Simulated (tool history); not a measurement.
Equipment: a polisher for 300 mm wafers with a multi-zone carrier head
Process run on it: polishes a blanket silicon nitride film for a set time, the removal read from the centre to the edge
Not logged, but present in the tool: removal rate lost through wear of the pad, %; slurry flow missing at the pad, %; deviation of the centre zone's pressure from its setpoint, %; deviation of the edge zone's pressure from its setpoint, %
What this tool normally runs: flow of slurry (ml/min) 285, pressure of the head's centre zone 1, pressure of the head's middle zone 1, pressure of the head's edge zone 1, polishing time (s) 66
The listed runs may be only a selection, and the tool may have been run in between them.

run	day	flow of slurry (ml/min)	pressure of the head's centre zone	pressure of the head's middle zone	pressure of the head's edge zone	polishing time (s)	wafers since the last listed run	wafers polished on this pad	hours since the slurry nozzle was cleaned	hours since the centre zone pressure was calibrated	hours since the edge zone pressure was calibrated	hours since the carrier head's membrane was replaced	incoming thickness of the incoming film, nm	film removed at the wafer's centre (angstrom)	film removed at mid-radius (angstrom)	film removed at the wafer's edge (angstrom)
1	0	285	1	1	1	66	0	3729	162.6	865	39	468.6	596.6	1494	1427	1394
# day 2.362: worn pad replaced by a new one
2	3.117	285	1	1	1	66	501	128	237.4	939.8	113.8	543.4	595.4	1517	1463	1407
# day 3.421: centre zone pressure recalibrated
3	7.508	285	1	1	1	66	731	860	342.8	98.1	219.2	648.8	589.8	1585	1434	1435
# day 11.067: carrier head's membrane replaced by a new one
4	11.783	285	1	1.05	1	66	690	1550	445.4	200.7	321.8	17.2	586.4	1582	1481	1421
5	14.712	285	1	1	1	52	497	2048	515.7	271	392.1	87.5	595.6	1247	1123	1112
6	16.379	285	1	1	1	66	283	2331	555.7	311	432.1	127.5	588	1594	1432	1429
7	17.946	285	1.1	1	1	66	266	2597	593.3	348.6	469.7	165.1	589.9	1717	1439	1417
# day 19.071: slurry nozzle cleaned
8	21.225	335	0.93	1	0.89	79	549	3147	51.7	427.3	548.4	243.8	588.8	1806	1742	1646
9	24.104	285	0.91	0.96	0.94	66	489	3636	120.8	496.4	617.5	312.9	589.2	1455	1400	1363
# day 27.375: worn pad replaced by a new one
10	27.396	285	1	1	1	66	530	3	199.8	575.4	696.5	391.9	587.2	1612	1421	1426
# day 28.717: centre zone pressure recalibrated, repeated, since the last time left the tool worse
11	31.662	195	1.11	1.06	1	88	710	714	302.2	70.7	798.9	494.3	592.8	1978	1921	1845
12	35.833	285	1	1	1.06	55	708	1422	402.3	170.8	899	594.4	590	1199	1213	1209
# day 38.721: edge zone pressure recalibrated
13	39.638	260	0.92	0.96	1	45	632	2054	493.6	262.1	22	685.7	590.7	902	949	974
# day 40.471: slurry nozzle cleaned
# day 40.479: carrier head's membrane replaced by a new one
14	44.004	370	1	1.06	1	66	733	2787	84.8	366.9	126.8	84.6	590.8	1481	1519	1459
15	45.929	285	1	1	1	66	326	3114	131	413.1	173	130.8	583.7	1451	1454	1389
# day 48.279: worn pad replaced by a new one
16	48.833	220	1	0.93	1	66	465	94	200.7	482.8	242.7	200.5	590.8	1436	1353	1366
17	52.512	285	1.07	1	1	66	624	719	289	571.1	331	288.8	584.3	1541	1427	1397
18	56.917	285	1	1	1	66	748	1467	394.7	676.8	436.7	394.5	588.6	1492	1445	1400
19	60.446	285	1	1.03	1	66	599	2066	479.4	761.5	521.4	479.2	598.7	1491	1471	1393

Run 20 is up next; what results do you expect?
20	63.825	285	0.94	0.91	1	66	573	2640	560.5	842.6	602.5	560.3	595.9	?	?	?

Run 20 measured film removed at the wafer's centre (angstrom) 1436, film removed at mid-radius (angstrom) 1358, film removed at the wafer's edge (angstrom) 1420.
On a tool with no hidden condition, and with the same random variation, this run would have come out at film removed at the wafer's centre (angstrom) 1354, film removed at mid-radius (angstrom) 1358, film removed at the wafer's edge (angstrom) 1420.

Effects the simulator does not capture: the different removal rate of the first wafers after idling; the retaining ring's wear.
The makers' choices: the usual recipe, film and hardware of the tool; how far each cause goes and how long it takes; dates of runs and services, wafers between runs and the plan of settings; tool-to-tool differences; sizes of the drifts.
